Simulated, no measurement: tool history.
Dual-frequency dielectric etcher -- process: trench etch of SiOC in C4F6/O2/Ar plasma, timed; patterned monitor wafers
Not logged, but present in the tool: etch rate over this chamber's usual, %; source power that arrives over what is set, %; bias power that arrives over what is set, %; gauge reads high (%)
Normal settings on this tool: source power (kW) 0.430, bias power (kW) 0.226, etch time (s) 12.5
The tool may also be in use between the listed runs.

run	hour	source power (kW)	bias power (kW)	etch time (s)	wafers since the last listed run	hours since the last wet clean	hours since the last source power generator calibration	hours since the last bias power generator calibration	hours since the last upper electrode change	hours since the gauge calibration	read-back reference wafer on the same gauge, depth_nm	mean etch depth across the wafer (Å)
1	0.0	0.430	0.226	10.5	0	455.7	3760.1	922.3	3974.6	462.4	27.51	256.4
# hour 7.6: wet clean of the chamber
2	41.3	0.430	0.226	9.5	303	33.7	3801.4	963.6	4015.9	503.7	27.47	231.6
3	102.3	0.430	0.258	15.5	548	94.7	3862.4	1024.6	4076.9	564.7	27.51	390.3
# hour 166.7: gauge calibrated
4	224.9	0.430	0.258	15.5	1102	217.3	3985.0	1147.2	4199.5	58.2	27.48	391.5
# hour 442.6: wet clean of the chamber
5	443.1	0.430	0.226	12.5	1746	0.5	4203.2	1365.4	4417.7	276.4	27.54	304.2
6	496.9	0.430	0.226	12.5	483	54.3	4257.0	1419.2	4471.5	330.2	27.53	305.3
# hour 542.1: upper electrode replaced, of another model than before
7	552.7	0.430	0.207	12.5	285	110.1	4312.8	1475.0	10.6	386.0	27.47	300.7
8	585.6	0.430	0.207	12.5	295	143.0	4345.7	1507.9	43.5	418.9	27.45	301.4
9	610.4	0.430	0.226	12.5	223	167.8	4370.5	1532.7	68.3	443.7	27.49	304.5
10	645.5	0.430	0.226	12.5	315	202.9	4405.6	1567.8	103.4	478.8	27.50	306.9
# hour 673.5: bias power generator calibrated
11	698.6	0.360	0.281	14.5	441	256.0	4458.7	25.1	156.5	531.9	27.51	332.1
# hour 765.6: source power generator calibrated
12	766.5	0.430	0.247	12.5	574	323.9	0.9	93.0	224.4	599.8	27.52	313.1
13	810.4	0.360	0.281	14.5	394	367.8	44.8	136.9	268.3	643.7	27.52	332.2
# hour 852.1: gauge calibrated
14	871.0	0.430	0.226	12.5	544	428.4	105.4	197.5	328.9	18.9	27.53	307.1
# hour 931.8: wet clean of the chamber
15	932.3	0.430	0.226	15.0	335	0.5	166.7	258.8	390.2	80.2	27.48	368.3
16	967.0	0.430	0.178	10.0	312	35.2	201.4	293.5	424.9	114.9	27.50	234.8
17	1016.6	0.510	0.226	12.5	446	84.8	251.0	343.1	474.5	164.5	27.49	340.0
18	1055.7	0.430	0.226	12.5	351	123.9	290.1	382.2	513.6	203.6	27.51	306.4
19	1110.1	0.430	0.226	12.5	489	178.3	344.5	436.6	568.0	258.0	27.52	305.4
20	1143.2	0.430	0.226	9.0	297	211.4	377.6	469.7	601.1	291.1	27.51	220.7
21	1168.6	0.360	0.226	12.5	228	236.8	403.0	495.1	626.5	316.5	27.48	272.0

Hidden state, per run?
etch rate over this chamber's usual, %: 0 across all the runs
source power that arrives over what is set, %: 0 across all the runs
gauge reads high (%): 0 across all the runs
H1: bias power that arrives over what is set, %
run	H1
1	-4.22
2	-4.29
3	-4.38
4	-4.54
5	-4.74
6	-4.78
7	-4.81
8	-4.83
9	-4.85
10	-4.87
11	-0.407
12	-1.02
13	-1.37
14	-1.81
15	-2.21
16	-2.41
17	-2.68
18	-2.88
19	-3.13
20	-3.27
21	-3.37

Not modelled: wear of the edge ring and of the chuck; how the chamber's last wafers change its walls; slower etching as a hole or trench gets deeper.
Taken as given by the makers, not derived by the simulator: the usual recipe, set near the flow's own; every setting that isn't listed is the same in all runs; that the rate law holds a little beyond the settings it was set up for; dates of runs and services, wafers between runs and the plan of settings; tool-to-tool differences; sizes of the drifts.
